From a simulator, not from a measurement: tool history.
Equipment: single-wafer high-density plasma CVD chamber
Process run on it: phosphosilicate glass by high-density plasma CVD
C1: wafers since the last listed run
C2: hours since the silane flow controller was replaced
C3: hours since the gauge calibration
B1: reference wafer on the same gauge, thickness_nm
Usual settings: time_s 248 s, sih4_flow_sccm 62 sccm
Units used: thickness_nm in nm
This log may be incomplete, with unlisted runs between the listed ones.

{"run": 1, "day": 0.0, "time_s": 262, "sih4_flow_sccm": 62, "C1": 0, "C2": 4180.9, "C3": 242.8, "B1": 1369.792, "thickness_nm": 1709.011}
{"run": 2, "day": 3.217, "time_s": 262, "sih4_flow_sccm": 62, "C1": 673, "C2": 4258.1, "C3": 320.0, "B1": 1370.519, "thickness_nm": 1708.494}
{"run": 3, "day": 6.688, "time_s": 270, "sih4_flow_sccm": 62, "C1": 726, "C2": 4341.4, "C3": 403.3, "B1": 1370.001, "thickness_nm": 1760.989}
{"run": 4, "day": 8.4, "time_s": 213, "sih4_flow_sccm": 62, "C1": 358, "C2": 4382.5, "C3": 444.4, "B1": 1370.789, "thickness_nm": 1391.316}
{"run": 5, "day": 12.167, "time_s": 213, "sih4_flow_sccm": 62, "C1": 788, "C2": 4472.9, "C3": 534.8, "B1": 1369.869, "thickness_nm": 1397.774}
{"run": 6, "day": 13.812, "time_s": 213, "sih4_flow_sccm": 62, "C1": 344, "C2": 4512.4, "C3": 574.3, "B1": 1370.566, "thickness_nm": 1396.459}
{"day": 15.017, "done": "silane flow controller replaced"}
{"run": 7, "day": 17.904, "time_s": 248, "sih4_flow_sccm": 62, "C1": 787, "C2": 69.3, "C3": 672.5, "B1": 1369.734, "thickness_nm": 1528.508}
{"run": 8, "day": 19.446, "time_s": 248, "sih4_flow_sccm": 71, "C1": 322, "C2": 106.3, "C3": 709.5, "B1": 1369.846, "thickness_nm": 1748.801}
{"run": 9, "day": 22.029, "time_s": 228, "sih4_flow_sccm": 67, "C1": 541, "C2": 168.3, "C3": 771.5, "B1": 1369.094, "thickness_nm": 1526.418}
{"day": 22.167, "done": "gauge calibrated"}
{"run": 10, "day": 25.988, "time_s": 269, "sih4_flow_sccm": 56, "C1": 828, "C2": 263.3, "C3": 91.7, "B1": 1370.078, "thickness_nm": 1509.635}
{"run": 11, "day": 28.3, "time_s": 221, "sih4_flow_sccm": 62, "C1": 484, "C2": 318.8, "C3": 147.2, "B1": 1370.109, "thickness_nm": 1363.088}
{"run": 12, "day": 31.617, "time_s": 268, "sih4_flow_sccm": 62, "C1": 694, "C2": 398.4, "C3": 226.8, "B1": 1370.787, "thickness_nm": 1660.815}
{"run": 13, "day": 34.154, "time_s": 265, "sih4_flow_sccm": 59, "C1": 531, "C2": 459.3, "C3": 287.7, "B1": 1370.172, "thickness_nm": 1565.194}
{"run": 14, "day": 36.396, "time_s": 265, "sih4_flow_sccm": 59, "C1": 469, "C2": 513.1, "C3": 341.5, "B1": 1370.43, "thickness_nm": 1566.235}
{"run": 15, "day": 39.792, "time_s": 289, "sih4_flow_sccm": 59, "C1": 711, "C2": 594.6, "C3": 423.0, "B1": 1369.474, "thickness_nm": 1722.608}
{"run": 16, "day": 44.038, "time_s": 248, "sih4_flow_sccm": 72, "C1": 889, "C2": 696.5, "C3": 524.9, "B1": 1369.441, "thickness_nm": 1792.599}

Hidden state at the last listed run before each entry between runs and at the first one after, where it differs:
Run 6 -> run 7: silane flow controller replaced (day 15.017)
  delivered silane flow above the setpoint (%): 6.52 -> 0.36
  measured result minus the result with no hidden state, thickness_nm: +85.460 -> +5.478 nm
Run 9 -> run 10: gauge calibrated (day 22.167)
  delivered silane flow above the setpoint (%): 0.506 -> 0.646
  measured result minus the result with no hidden state, thickness_nm: +7.681 -> +9.689 nm

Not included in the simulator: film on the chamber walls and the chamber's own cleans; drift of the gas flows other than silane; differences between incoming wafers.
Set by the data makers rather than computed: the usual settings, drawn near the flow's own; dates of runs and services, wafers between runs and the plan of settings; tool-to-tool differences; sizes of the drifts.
